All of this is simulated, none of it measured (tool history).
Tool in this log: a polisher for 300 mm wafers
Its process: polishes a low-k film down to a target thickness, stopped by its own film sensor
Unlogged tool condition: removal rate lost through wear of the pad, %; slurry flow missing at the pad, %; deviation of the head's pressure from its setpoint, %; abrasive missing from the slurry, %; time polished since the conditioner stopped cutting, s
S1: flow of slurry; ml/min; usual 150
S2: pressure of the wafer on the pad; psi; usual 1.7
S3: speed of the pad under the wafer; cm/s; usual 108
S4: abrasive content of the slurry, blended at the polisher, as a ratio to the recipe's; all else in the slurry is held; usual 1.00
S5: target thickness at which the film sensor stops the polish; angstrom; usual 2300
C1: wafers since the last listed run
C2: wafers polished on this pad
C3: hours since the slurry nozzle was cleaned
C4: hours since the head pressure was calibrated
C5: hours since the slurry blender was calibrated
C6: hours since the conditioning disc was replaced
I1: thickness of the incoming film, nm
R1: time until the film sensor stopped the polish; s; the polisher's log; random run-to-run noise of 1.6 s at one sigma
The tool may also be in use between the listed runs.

run 1 hour=0.0 | S1=150 S2=1.7 S3=108 S4=1.00 S5=2300 | C1=0 C2=823 C3=773.1 C4=724.9 C5=45.7 C6=80.6 | I1=285.5 | R1=137.7
-- hour=14.0 worn pad replaced by a new one
-- hour=23.5 slurry nozzle cleaned
run 2 hour=65.1 | S1=150 S2=1.7 S3=108 S4=1.00 S5=2300 | C1=257 C2=214 C3=41.6 C4=790.0 C5=110.8 C6=145.7 | I1=291.9 | R1=159.8
run 3 hour=98.2 | S1=150 S2=1.7 S3=108 S4=1.00 S5=2300 | C1=141 C2=355 C3=74.7 C4=823.1 C5=143.9 C6=178.8 | I1=288.5 | R1=151.0
-- hour=128.4 conditioning disc replaced and pad reconditioned
run 4 hour=149.0 | S1=165 S2=1.7 S3=108 S4=1.15 S5=2300 | C1=208 C2=564 C3=125.5 C4=873.9 C5=194.7 C6=20.6 | I1=287.1 | R1=137.1
-- hour=181.0 slurry blender recalibrated
-- hour=245.7 worn pad replaced by a new one
run 5 hour=247.9 | S1=165 S2=1.7 S3=108 S4=1.15 S5=2300 | C1=397 C2=9 C3=224.4 C4=972.8 C5=66.9 C6=119.5 | I1=293.7 | R1=153.5
run 6 hour=310.8 | S1=150 S2=1.7 S3=108 S4=1.00 S5=2300 | C1=268 C2=278 C3=287.3 C4=1035.7 C5=129.8 C6=182.4 | I1=293.0 | R1=161.2
-- hour=333.7 conditioning disc replaced and pad reconditioned
run 7 hour=341.4 | S1=150 S2=1.8 S3=108 S4=1.00 S5=2300 | C1=122 C2=400 C3=317.9 C4=1066.3 C5=160.4 C6=7.7 | I1=285.4 | R1=136.3
-- hour=402.5 slurry blender recalibrated
run 8 hour=408.7 | S1=150 S2=1.7 S3=108 S4=1.00 S5=2300 | C1=279 C2=680 C3=385.2 C4=1133.6 C5=6.2 C6=75.0 | I1=292.8 | R1=155.2
-- hour=436.8 worn pad replaced by a new one
-- hour=454.8 head pressure recalibrated
run 9 hour=456.7 | S1=150 S2=1.7 S3=108 S4=1.00 S5=2300 | C1=179 C2=76 C3=433.2 C4=1.9 C5=54.2 C6=123.0 | I1=294.6 | R1=162.5
run 10 hour=516.5 | S1=150 S2=1.7 S3=108 S4=1.00 S5=2300 | C1=255 C2=332 C3=493.0 C4=61.7 C5=114.0 C6=182.8 | I1=290.4 | R1=154.1
-- hour=539.1 conditioning disc replaced and pad reconditioned
run 11 hour=583.6 | S1=195 S2=1.9 S3=108 S4=0.85 S5=2390 | C1=278 C2=610 C3=560.1 C4=128.8 C5=181.1 C6=44.5 | I1=293.3 | R1=136.1
-- hour=615.2 worn pad replaced by a new one
-- hour=617.7 slurry blender recalibrated
run 12 hour=618.8 | S1=150 S2=1.7 S3=78 S4=1.00 S5=2300 | C1=124 C2=6 C3=595.3 C4=164.0 C5=1.1 C6=79.7 | I1=290.5 | R1=179.8
-- hour=636.5 slurry nozzle cleaned
run 13 hour=659.0 | S1=150 S2=1.7 S3=108 S4=1.00 S5=2300 | C1=167 C2=174 C3=22.5 C4=204.2 C5=41.3 C6=119.9 | I1=290.3 | R1=150.7
run 14 hour=707.3 | S1=150 S2=1.7 S3=108 S4=1.20 S5=2180 | C1=206 C2=381 C3=70.8 C4=252.5 C5=89.6 C6=168.2 | I1=285.2 | R1=163.2
run 15 hour=748.4 | S1=150 S2=1.7 S3=126 S4=1.00 S5=2300 | C1=175 C2=556 C3=111.9 C4=293.6 C5=130.7 C6=209.3 | I1=290.4 | R1=139.2
-- hour=765.1 conditioning disc replaced and pad reconditioned
-- hour=815.0 worn pad replaced by a new one
run 16 hour=818.1 | S1=150 S2=1.7 S3=134 S4=1.15 S5=2300 | C1=272 C2=13 C3=181.6 C4=363.3 C5=200.4 C6=53.0 | I1=293.6 | R1=135.6
-- hour=884.3 slurry blender recalibrated
run 17 hour=884.8 | S1=150 S2=1.3 S3=86 S4=1.00 S5=2300 | C1=276 C2=289 C3=248.3 C4=430.0 C5=0.5 C6=119.7 | I1=286.4 | R1=188.4

What does the tool deliver on the next run?
run 18 hour=909.4 | S1=150 S2=1.7 S3=108 S4=1.15 S5=2300 | C1=105 C2=394 C3=272.9 C4=454.6 C5=25.1 C6=144.3 | I1=293.9 | R1=?

{"run 18": {"R1": 151.1}}
With the hidden condition absent and the run-to-run variation left alone, this run would have shown R1 148.5 s.
